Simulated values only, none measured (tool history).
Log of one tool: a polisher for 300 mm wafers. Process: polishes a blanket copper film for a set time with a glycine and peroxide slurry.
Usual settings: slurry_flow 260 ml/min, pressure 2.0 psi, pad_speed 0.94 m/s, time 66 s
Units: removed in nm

run   hour  slurry_flow  pressure  pad_speed  time  incoming thickness of the incoming film, nm  removed
  1    0.0          260       2.0       0.94    66                                       1931.1    230.6
  2   10.6          260       2.0       0.94    66                                       1960.8    227.5
      18.9  -- worn pad replaced by a new one
  3   50.6          260       2.0       0.94    66                                       1939.7    237.0
  4   62.0          260       2.0       0.94    66                                       1947.1    236.9
  5   72.9          260       2.0       0.94    66                                       1915.5    233.6
  6   83.6          260       2.0       0.94    66                                       1940.2    232.7
  7   95.1          260       2.0       0.94    66                                       1945.8    231.2
  8  102.4          260       2.0       0.94    66                                       1932.5    232.6
  9  113.1          260       2.0       0.94    66                                       1967.5    230.1
 10  119.9          260       2.0       0.94    66                                       1921.1    228.2
     122.2  -- head pressure recalibrated
     131.1  -- worn pad replaced by a new one
 11  131.6          260       2.0       0.94    66                                       1922.8    232.5
 12  141.5          260       2.0       0.94    53                                       1940.5    186.2
 13  156.0          340       1.4       0.94    66                                       1915.9    204.6
 14  169.0          345       2.3       1.16    78                                       1941.0    359.0
     173.3  -- slurry nozzle cleaned
 15  180.7          260       2.0       0.94    66                                       1963.6    241.5
 16  198.6          260       2.0       0.94    66                                       1923.2    241.2
 17  207.0          260       2.0       0.94    66                                       1903.1    238.4

Forecast run 18:
 18  223.2          260       1.6       0.64    66                                       1948.2        ?

{"run 18": {"removed": 163.7}}
Without the tool's hidden state the same run would have given removed 169.5 nm.
